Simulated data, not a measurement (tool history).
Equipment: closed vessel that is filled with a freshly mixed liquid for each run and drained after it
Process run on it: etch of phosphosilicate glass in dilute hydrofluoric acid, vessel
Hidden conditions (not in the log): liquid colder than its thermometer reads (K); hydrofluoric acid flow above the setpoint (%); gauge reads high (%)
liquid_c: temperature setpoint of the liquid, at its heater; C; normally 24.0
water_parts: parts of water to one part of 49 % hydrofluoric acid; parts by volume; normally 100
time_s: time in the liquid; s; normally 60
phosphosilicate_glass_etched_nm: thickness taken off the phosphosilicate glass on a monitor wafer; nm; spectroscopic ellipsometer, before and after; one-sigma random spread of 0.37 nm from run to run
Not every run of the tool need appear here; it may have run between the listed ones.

run	hour	liquid_c	water_parts	time_s	wafers since the last listed run	hours since the thermometer was replaced	hours since the hydrofluoric acid flow meter was replaced	hours since the gauge calibration	read-back film thickness of the phosphosilicate glass reference wafer, read on the same gauge (nm)	phosphosilicate_glass_etched_nm
1	0.0	24.0	100	60	0	520.3	1178.4	807.5	29.99	68.13
2	38.7	24.0	100	60	4521	559.0	1217.1	846.2	29.98	67.91
3	80.4	24.0	100	60	4871	600.7	1258.8	887.9	29.98	68.14
4	121.7	24.0	100	60	4825	642.0	1300.1	929.2	29.98	68.16
5	190.4	24.0	100	60	8026	710.7	1368.8	997.9	29.99	67.90
6	255.8	24.0	100	60	7640	776.1	1434.2	1063.3	29.98	67.72
# hour 319.6: thermometer replaced
7	325.3	24.0	100	60	8002	5.7	1503.7	1132.8	30.01	71.01
8	386.5	24.0	100	60	7150	66.9	1564.9	1194.0	30.01	70.40
9	449.8	25.5	100	60	7395	130.2	1628.2	1257.3	29.98	75.40
10	481.1	25.5	100	60	3656	161.5	1659.5	1288.6	30.03	74.81
11	509.2	25.5	100	60	3282	189.6	1687.6	1316.7	30.01	75.25
12	557.0	24.0	100	35	5584	237.4	1735.4	1364.5	29.98	41.25
13	608.9	24.0	100	35	6063	289.3	1787.3	1416.4	29.98	41.14
# hour 647.6: gauge calibrated
14	652.8	24.0	100	35	5128	333.2	1831.2	5.2	30.01	40.92
15	715.9	21.5	100	60	7372	396.3	1894.3	68.3	30.00	63.38
16	771.0	24.0	120	60	6437	451.4	1949.4	123.4	29.97	58.01
17	836.7	24.0	100	60	7675	517.1	2015.1	189.1	30.05	70.73
18	892.8	29.0	140	35	6554	573.2	2071.2	245.2	30.01	33.83

What does the tool deliver on the next run?
19	951.9	24.0	100	35	6904	632.3	2130.3	304.3	?	?

Logged for run 19: read-back film thickness of the phosphosilicate glass reference wafer, read on the same gauge (nm) 30.03, phosphosilicate_glass_etched_nm 40.95 nm.
Minus the tool's unlogged condition, the same run would have read phosphosilicate_glass_etched_nm 38.50 nm.
